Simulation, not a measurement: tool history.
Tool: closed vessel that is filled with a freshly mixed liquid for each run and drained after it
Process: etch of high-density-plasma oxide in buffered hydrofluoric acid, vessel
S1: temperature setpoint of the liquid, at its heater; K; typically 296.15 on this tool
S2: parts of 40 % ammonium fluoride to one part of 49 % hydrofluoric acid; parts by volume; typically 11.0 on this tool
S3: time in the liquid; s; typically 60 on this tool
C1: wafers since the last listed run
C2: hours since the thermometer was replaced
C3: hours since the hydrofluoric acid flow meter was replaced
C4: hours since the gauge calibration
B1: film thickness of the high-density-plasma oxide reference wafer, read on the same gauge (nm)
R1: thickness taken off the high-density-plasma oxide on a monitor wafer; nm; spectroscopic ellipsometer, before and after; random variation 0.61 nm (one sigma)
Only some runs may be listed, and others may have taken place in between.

run 1 day=0.000 | S1=296.15 S2=14.5 S3=60 | C1=0 C2=1168.8 C3=1013.3 C4=14.9 | B1=50.01 | R1=63.76
run 2 day=0.392 | S1=296.15 S2=14.5 S3=60 | C1=609 C2=1178.2 C3=1022.7 C4=24.3 | B1=50.00 | R1=62.90
run 3 day=0.758 | S1=296.15 S2=14.5 S3=60 | C1=570 C2=1187.0 C3=1031.5 C4=33.1 | B1=49.97 | R1=62.95
run 4 day=1.146 | S1=296.15 S2=11.0 S3=60 | C1=603 C2=1196.3 C3=1040.8 C4=42.4 | B1=50.01 | R1=82.27
run 5 day=1.596 | S1=296.15 S2=11.0 S3=60 | C1=700 C2=1207.1 C3=1051.6 C4=53.2 | B1=50.06 | R1=82.22
run 6 day=2.333 | S1=296.15 S2=11.0 S3=60 | C1=1147 C2=1224.8 C3=1069.3 C4=70.9 | B1=49.99 | R1=81.96
run 7 day=2.671 | S1=296.15 S2=11.0 S3=60 | C1=525 C2=1232.9 C3=1077.4 C4=79.0 | B1=49.96 | R1=81.81
run 8 day=3.212 | S1=294.15 S2=11.0 S3=60 | C1=842 C2=1245.9 C3=1090.4 C4=92.0 | B1=50.01 | R1=73.71
run 9 day=3.550 | S1=294.15 S2=11.0 S3=60 | C1=525 C2=1254.0 C3=1098.5 C4=100.1 | B1=50.03 | R1=73.94
run 10 day=4.162 | S1=294.15 S2=11.0 S3=60 | C1=953 C2=1268.7 C3=1113.2 C4=114.8 | B1=49.97 | R1=73.75
run 11 day=4.575 | S1=296.15 S2=11.0 S3=60 | C1=641 C2=1278.6 C3=1123.1 C4=124.7 | B1=50.00 | R1=82.97
run 12 day=4.925 | S1=296.15 S2=11.0 S3=60 | C1=544 C2=1287.0 C3=1131.5 C4=133.1 | B1=50.00 | R1=81.82
run 13 day=5.467 | S1=296.15 S2=11.0 S3=60 | C1=842 C2=1300.0 C3=1144.5 C4=146.1 | B1=50.04 | R1=82.44
run 14 day=5.896 | S1=293.65 S2=11.0 S3=85 | C1=667 C2=1310.3 C3=1154.8 C4=156.4 | B1=50.01 | R1=102.90
run 15 day=6.342 | S1=293.65 S2=8.5 S3=70 | C1=693 C2=1321.0 C3=1165.5 C4=167.1 | B1=50.02 | R1=104.00
run 16 day=6.958 | S1=300.65 S2=15.5 S3=80 | C1=959 C2=1335.8 C3=1180.3 C4=181.9 | B1=49.97 | R1=100.19
run 17 day=7.667 | S1=299.65 S2=12.5 S3=80 | C1=1102 C2=1352.8 C3=1197.3 C4=198.9 | B1=49.96 | R1=118.42
run 18 day=8.371 | S1=299.15 S2=11.0 S3=60 | C1=1095 C2=1369.7 C3=1214.2 C4=215.8 | B1=49.97 | R1=97.43
-- day=8.508 hydrofluoric acid flow meter replaced
-- day=10.225 gauge calibrated
-- day=10.308 thermometer replaced
run 19 day=10.400 | S1=299.15 S2=13.0 S3=90 | C1=3028 C2=2.2 C3=45.4 C4=4.2 | B1=49.99 | R1=124.20
run 20 day=11.079 | S1=291.15 S2=8.5 S3=75 | C1=1056 C2=18.5 C3=61.7 C4=20.5 | B1=50.03 | R1=96.07
run 21 day=11.712 | S1=296.15 S2=11.0 S3=60 | C1=985 C2=33.7 C3=76.9 C4=35.7 | B1=49.98 | R1=83.53
run 22 day=12.171 | S1=296.15 S2=11.0 S3=95 | C1=713 C2=44.7 C3=87.9 C4=46.7 | B1=49.98 | R1=129.97
run 23 day=13.679 | S1=296.15 S2=11.0 S3=75 | C1=2347 C2=80.9 C3=124.1 C4=82.9 | B1=50.02 | R1=102.97
run 24 day=13.958 | S1=296.15 S2=11.0 S3=60 | C1=434 C2=87.6 C3=130.8 C4=89.6 | B1=50.04 | R1=82.15
run 25 day=14.250 | S1=296.15 S2=11.0 S3=60 | C1=453 C2=94.6 C3=137.8 C4=96.6 | B1=49.99 | R1=82.26
run 26 day=14.654 | S1=299.65 S2=15.0 S3=30 | C1=628 C2=104.3 C3=147.5 C4=106.3 | B1=50.02 | R1=36.81
run 27 day=15.100 | S1=296.15 S2=11.0 S3=60 | C1=693 C2=115.0 C3=158.2 C4=117.0 | B1=50.01 | R1=82.55

Exercise: give the hidden state of the tool at every run:
liquid colder than its thermometer reads (K): 0, the same for each run
hydrofluoric acid flow below the setpoint (%): 0, the same for each run
gauge reads high (%): 0, the same for each run
